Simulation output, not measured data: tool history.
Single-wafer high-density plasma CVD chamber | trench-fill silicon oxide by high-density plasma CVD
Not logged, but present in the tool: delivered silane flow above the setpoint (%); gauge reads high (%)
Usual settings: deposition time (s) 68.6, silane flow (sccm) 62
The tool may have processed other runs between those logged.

run   hour  deposition time (s)  silane flow (sccm)  wafers since the last listed run  hours since the silane flow controller was replaced  hours since the gauge calibration  read-back reference wafer on the same gauge, thickness_nm  mean film thickness on the monitor wafer (nm)
  1      0                 68.6                  71                                 0                                               2516.1                              264.6                                                    385.778                                        498.338
  2   35.2                 68.6                  71                               664                                               2551.3                              299.8                                                    385.939                                        489.086
  3   60.2                 68.6                  71                               471                                               2576.3                              324.8                                                    386.548                                        496.316
  4   76.2                 68.6                  62                               301                                               2592.3                              340.8                                                    385.281                                        428.018
  5   94.9                 68.6                  62                               352                                                 2611                              359.5                                                    386.428                                        434.067
  6    114                 68.6                  62                               360                                               2630.1                              378.6                                                    385.323                                        429.756
  7  140.1                 68.6                  62                               492                                               2656.2                              404.7                                                    386.313                                        427.573
  8  159.3                 68.6                  62                               362                                               2675.4                              423.9                                                     386.11                                         435.34
  9  192.3                 68.6                  62                               622                                               2708.4                              456.9                                                    385.819                                        434.158
 10  204.4                 68.6                  62                               228                                               2720.5                                469                                                    385.382                                        430.702
 11  230.8                 68.6                  62                               498                                               2746.9                              495.4                                                    385.747                                        427.737
 12  243.9                 68.6                  68                               247                                                 2760                              508.5                                                    386.499                                        474.151
 13  268.6                 68.6                  68                               466                                               2784.7                              533.2                                                    386.654                                        474.225
 14  299.2                 68.6                  68                               577                                               2815.3                              563.8                                                    385.503                                        475.254
 15  314.4                 68.6                  62                               286                                               2830.5                                579                                                    385.556                                        432.993
 16  346.9                 68.6                  62                               613                                                 2863                              611.5                                                    385.968                                        433.288
 17  378.1                 68.6                  62                               588                                               2894.2                              642.7                                                    385.377                                        428.741
     401.1  -- silane flow controller replaced
 18  412.7                 68.6                  59                               501                                                 11.6                              677.3                                                    385.792                                        407.662
 19  440.2                 72.6                  62                               518                                                 39.1                              704.8                                                    386.934                                        456.191
 20  454.9                 68.6                  55                               277                                                 53.8                              719.5                                                    386.158                                        382.456
 21  476.8                   64                  67                               413                                                 75.7                              741.4                                                    386.973                                        436.588
 22  501.6                 62.5                  57                               467                                                100.5                              766.2                                                    386.613                                        359.845
 23  514.2                 77.9                  70                               237                                                113.1                              778.8                                                    385.603                                          552.5
 24  531.3                 68.6                  62                               322                                                130.2                              795.9                                                    386.224                                        431.073
 25  550.5                 68.6                  68                               362                                                149.4                              815.1                                                    385.528                                        473.105
 26  570.8                 73.8                  55                               383                                                169.7                              835.4                                                    385.144                                        413.068
 27    608                 77.5                  68                               701                                                206.9                              872.6                                                    385.852                                        533.353
 28  640.6                 68.6                  62                               615                                                239.5                              905.2                                                    385.724                                        431.201
 29  673.1                 68.6                  62                               613                                                  272                              937.7                                                    386.398                                        431.213
 30  687.5                 72.6                  62                               271                                                286.4                              952.1                                                    386.355                                        458.891
     692.7  -- gauge calibrated
 31  705.8                 59.9                  62                               345                                                304.7                               13.1                                                    385.898                                        376.926
 32  733.2                 68.6                  62                               517                                                332.1                               40.5                                                    386.283                                        431.588
 33  754.9                 73.6                  68                               409                                                353.8                               62.2                                                     386.29                                        511.574
 34    767                 62.8                  58                               228                                                365.9                               74.3                                                    386.733                                        368.384
 35  791.3                 55.8                  53                               458                                                390.2                               98.6                                                    385.455                                        302.935
 36  805.3                 68.6                  59                               264                                                404.2                              112.6                                                    385.271                                        413.713
 37    841                 68.6                  62                               673                                                439.9                              148.3                                                     385.87                                        432.213
 38  860.5                 78.2                  62                               367                                                459.4                              167.8                                                    385.922                                            491
 39  910.5                 56.6                  71                               943                                                509.4                              217.8                                                    385.648                                        406.505
 40  923.9                 68.6                  50                               252                                                522.8                              231.2                                                    385.685                                        346.536

Hidden condition of the tool, last listed run before each entry between runs versus first listed run after:
After run 17, before run 18: silane flow controller replaced (hour 401.1)
  no difference in the tool's unlogged condition between these two runs
After run 30, before run 31: gauge calibrated (hour 692.7)
  no difference in the tool's unlogged condition between these two runs
